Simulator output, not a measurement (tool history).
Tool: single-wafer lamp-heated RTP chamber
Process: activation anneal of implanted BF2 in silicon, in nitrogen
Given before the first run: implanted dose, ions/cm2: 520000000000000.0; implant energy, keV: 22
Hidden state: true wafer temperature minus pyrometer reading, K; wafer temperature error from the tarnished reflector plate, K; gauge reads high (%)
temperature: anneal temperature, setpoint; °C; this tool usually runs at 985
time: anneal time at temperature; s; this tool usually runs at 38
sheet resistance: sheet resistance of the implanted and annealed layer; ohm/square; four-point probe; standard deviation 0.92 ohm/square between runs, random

run,hour,temperature,time,wafers since the last listed run,wafers since the last pyrometer calibration,wafers since the reflector plate was cleaned,hours since the gauge calibration,"read-back reference wafer on the same gauge, sheet resistance",sheet resistance
1,0,985,38,0,3146,8352,491.3,286.22,270.14
# hour 46.5: pyrometer window cleaned and pyrometer calibrated
2,140,985,38,1181,837,9534,631.3,286.15,268.88
# hour 183.6: gauge calibrated
3,195.8,985,38,499,1336,10034,12.2,282.04,266.34
4,236.6,1002,38,365,1701,10399,53,283.35,257.1
5,288.6,1002,38,465,2167,10865,105,284.49,259.42
6,347.7,1002,38,529,2696,11394,164.1,285.62,258.71
7,374,985,38,235,2932,11629,190.4,286.34,269.5
8,434.1,985,38,538,3470,12167,250.5,286.83,270.86
# hour 446.1: pyrometer window cleaned and pyrometer calibrated
9,470,993,44,249,213,12417,286.4,287.13,262.6
10,496.1,993,44,233,447,12651,312.5,287.23,263.08
11,555.1,966,52,528,975,13179,371.5,287.79,280.84
12,597.3,997,52,377,1353,13557,413.7,288.11,260.31
13,624.4,985,38,242,1596,13800,440.8,287.87,268.64
# hour 674.4: reflector plate cleaned
# hour 808.6: pyrometer window cleaned and pyrometer calibrated
14,838.7,1008,38,1775,269,1399,655.1,288.59,259.57
# hour 884.7: gauge calibrated
15,885.1,971,18,415,684,1815,0.4,280.65,285.82
16,931.4,976,30,414,1099,2229,46.7,281.99,274.73
17,1001.1,994,19,624,1723,2853,116.4,283.62,269.11
18,1059,985,38,518,2242,3372,174.3,284.53,269.05
19,1109.2,985,38,449,2691,3821,224.5,285.36,268.25
# hour 1168.6: pyrometer window cleaned and pyrometer calibrated
20,1171,977,28,481,21,4303,286.3,286.07,277.2

Hidden state at the last listed run before each entry between runs and at the first one after, where it differs:
Run 1 -> run 2: pyrometer window cleaned and pyrometer calibrated (hour 46.5)
  gauge reads high (%): 1.81 -> 1.92
  measured minus no-state result, sheet resistance: +4.79 -> +5.07 ohm/square
Run 2 -> run 3: gauge calibrated (hour 183.6)
  gauge reads high (%): 1.92 -> 0.372
  measured minus no-state result, sheet resistance: +5.07 -> +0.98 ohm/square
Run 8 -> run 9: pyrometer window cleaned and pyrometer calibrated (hour 446.1)
  gauge reads high (%): 2.04 -> 2.16
  measured minus no-state result, sheet resistance: +5.42 -> +5.55 ohm/square
Run 13 -> run 14: reflector plate cleaned (hour 674.4); pyrometer window cleaned and pyrometer calibrated (hour 808.6)
  gauge reads high (%): 2.5 -> 2.7
  measured minus no-state result, sheet resistance: +6.55 -> +6.82 ohm/square
Run 14 -> run 15: gauge calibrated (hour 884.7)
  gauge reads high (%): 2.7 -> -0.191
  measured minus no-state result, sheet resistance: +6.82 -> -0.55 ohm/square
Run 19 -> run 20: pyrometer window cleaned and pyrometer calibrated (hour 1168.6)
  gauge reads high (%): 1.52 -> 1.74
  measured minus no-state result, sheet resistance: +4.01 -> +4.74 ohm/square
